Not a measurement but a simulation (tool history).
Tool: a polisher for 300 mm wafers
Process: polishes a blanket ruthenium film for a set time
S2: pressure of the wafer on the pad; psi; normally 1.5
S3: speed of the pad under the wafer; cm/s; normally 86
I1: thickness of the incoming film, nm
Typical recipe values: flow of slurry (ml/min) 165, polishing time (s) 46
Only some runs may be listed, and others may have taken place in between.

run 1 hour=0.0 | flow_of_slurry_(ml/min)=165 S2=1.5 S3=86 polishing_time_(s)=42 | I1=289.7 | film_removed_(Å)=262
-- hour=5.2 worn pad replaced by a new one
run 2 hour=12.1 | flow_of_slurry_(ml/min)=165 S2=1.5 S3=64 polishing_time_(s)=46 | I1=290.1 | film_removed_(Å)=230
run 3 hour=23.5 | flow_of_slurry_(ml/min)=165 S2=1.5 S3=64 polishing_time_(s)=46 | I1=287.3 | film_removed_(Å)=226
run 4 hour=32.3 | flow_of_slurry_(ml/min)=165 S2=1.5 S3=64 polishing_time_(s)=46 | I1=284.0 | film_removed_(Å)=227
run 5 hour=46.7 | flow_of_slurry_(ml/min)=165 S2=1.5 S3=68 polishing_time_(s)=46 | I1=288.1 | film_removed_(Å)=238
run 6 hour=58.9 | flow_of_slurry_(ml/min)=165 S2=1.5 S3=68 polishing_time_(s)=46 | I1=290.0 | film_removed_(Å)=238
run 7 hour=92.3 | flow_of_slurry_(ml/min)=165 S2=1.5 S3=68 polishing_time_(s)=46 | I1=284.4 | film_removed_(Å)=239
-- hour=103.0 worn pad replaced by a new one
run 8 hour=107.9 | flow_of_slurry_(ml/min)=165 S2=1.5 S3=86 polishing_time_(s)=46 | I1=290.7 | film_removed_(Å)=285
run 9 hour=124.0 | flow_of_slurry_(ml/min)=165 S2=1.5 S3=86 polishing_time_(s)=46 | I1=292.1 | film_removed_(Å)=286
run 10 hour=130.2 | flow_of_slurry_(ml/min)=165 S2=1.5 S3=86 polishing_time_(s)=46 | I1=285.5 | film_removed_(Å)=295
run 11 hour=141.9 | flow_of_slurry_(ml/min)=165 S2=1.7 S3=86 polishing_time_(s)=52 | I1=289.4 | film_removed_(Å)=362
run 12 hour=155.7 | flow_of_slurry_(ml/min)=165 S2=1.7 S3=86 polishing_time_(s)=52 | I1=287.1 | film_removed_(Å)=366
run 13 hour=167.5 | flow_of_slurry_(ml/min)=165 S2=1.5 S3=86 polishing_time_(s)=46 | I1=289.6 | film_removed_(Å)=289
run 14 hour=177.8 | flow_of_slurry_(ml/min)=165 S2=1.5 S3=86 polishing_time_(s)=46 | I1=293.5 | film_removed_(Å)=287
-- hour=187.6 worn pad replaced by a new one
run 15 hour=190.3 | flow_of_slurry_(ml/min)=165 S2=1.9 S3=86 polishing_time_(s)=46 | I1=286.8 | film_removed_(Å)=353
run 16 hour=198.7 | flow_of_slurry_(ml/min)=125 S2=1.5 S3=86 polishing_time_(s)=46 | I1=286.2 | film_removed_(Å)=276
run 17 hour=210.7 | flow_of_slurry_(ml/min)=125 S2=1.5 S3=86 polishing_time_(s)=46 | I1=288.6 | film_removed_(Å)=272
run 18 hour=222.3 | flow_of_slurry_(ml/min)=165 S2=1.5 S3=86 polishing_time_(s)=61 | I1=289.0 | film_removed_(Å)=382
run 19 hour=237.3 | flow_of_slurry_(ml/min)=165 S2=1.5 S3=86 polishing_time_(s)=46 | I1=292.5 | film_removed_(Å)=284
-- hour=242.2 slurry nozzle cleaned
run 20 hour=246.5 | flow_of_slurry_(ml/min)=165 S2=1.5 S3=86 polishing_time_(s)=59 | I1=286.9 | film_removed_(Å)=369
run 21 hour=259.7 | flow_of_slurry_(ml/min)=165 S2=1.5 S3=86 polishing_time_(s)=61 | I1=287.1 | film_removed_(Å)=379
-- hour=272.7 head pressure recalibrated
-- hour=277.0 worn pad replaced by a new one
run 22 hour=277.5 | flow_of_slurry_(ml/min)=165 S2=1.5 S3=86 polishing_time_(s)=34 | I1=289.6 | film_removed_(Å)=215
run 23 hour=292.5 | flow_of_slurry_(ml/min)=165 S2=1.5 S3=60 polishing_time_(s)=46 | I1=295.6 | film_removed_(Å)=216
run 24 hour=303.1 | flow_of_slurry_(ml/min)=220 S2=1.9 S3=94 polishing_time_(s)=41 | I1=295.9 | film_removed_(Å)=353
run 25 hour=319.8 | flow_of_slurry_(ml/min)=165 S2=1.8 S3=86 polishing_time_(s)=46 | I1=291.1 | film_removed_(Å)=337
run 26 hour=335.9 | flow_of_slurry_(ml/min)=130 S2=1.5 S3=86 polishing_time_(s)=36 | I1=290.9 | film_removed_(Å)=218
run 27 hour=351.2 | flow_of_slurry_(ml/min)=165 S2=1.8 S3=86 polishing_time_(s)=40 | I1=286.1 | film_removed_(Å)=302
run 28 hour=361.1 | flow_of_slurry_(ml/min)=205 S2=1.3 S3=86 polishing_time_(s)=41 | I1=292.8 | film_removed_(Å)=233
-- hour=372.8 worn pad replaced by a new one
run 29 hour=373.3 | flow_of_slurry_(ml/min)=165 S2=1.5 S3=96 polishing_time_(s)=52 | I1=287.1 | film_removed_(Å)=359
run 30 hour=384.8 | flow_of_slurry_(ml/min)=185 S2=1.5 S3=60 polishing_time_(s)=46 | I1=283.8 | film_removed_(Å)=221
run 31 hour=397.1 | flow_of_slurry_(ml/min)=165 S2=1.5 S3=86 polishing_time_(s)=46 | I1=289.2 | film_removed_(Å)=287
run 32 hour=410.5 | flow_of_slurry_(ml/min)=165 S2=1.5 S3=68 polishing_time_(s)=46 | I1=293.8 | film_removed_(Å)=237
run 33 hour=444.7 | flow_of_slurry_(ml/min)=205 S2=1.3 S3=86 polishing_time_(s)=41 | I1=287.0 | film_removed_(Å)=232
run 34 hour=452.0 | flow_of_slurry_(ml/min)=165 S2=1.5 S3=86 polishing_time_(s)=46 | I1=293.3 | film_removed_(Å)=289
-- hour=466.6 worn pad replaced by a new one
run 35 hour=468.7 | flow_of_slurry_(ml/min)=140 S2=1.5 S3=78 polishing_time_(s)=41 | I1=289.2 | film_removed_(Å)=234

Run-by-run hidden state of the tool:
removal rate lost through wear of the pad, %: 0 at every run
slurry flow missing at the pad, %: 0 at every run
deviation of the head's pressure from its setpoint, %: 0 at every run

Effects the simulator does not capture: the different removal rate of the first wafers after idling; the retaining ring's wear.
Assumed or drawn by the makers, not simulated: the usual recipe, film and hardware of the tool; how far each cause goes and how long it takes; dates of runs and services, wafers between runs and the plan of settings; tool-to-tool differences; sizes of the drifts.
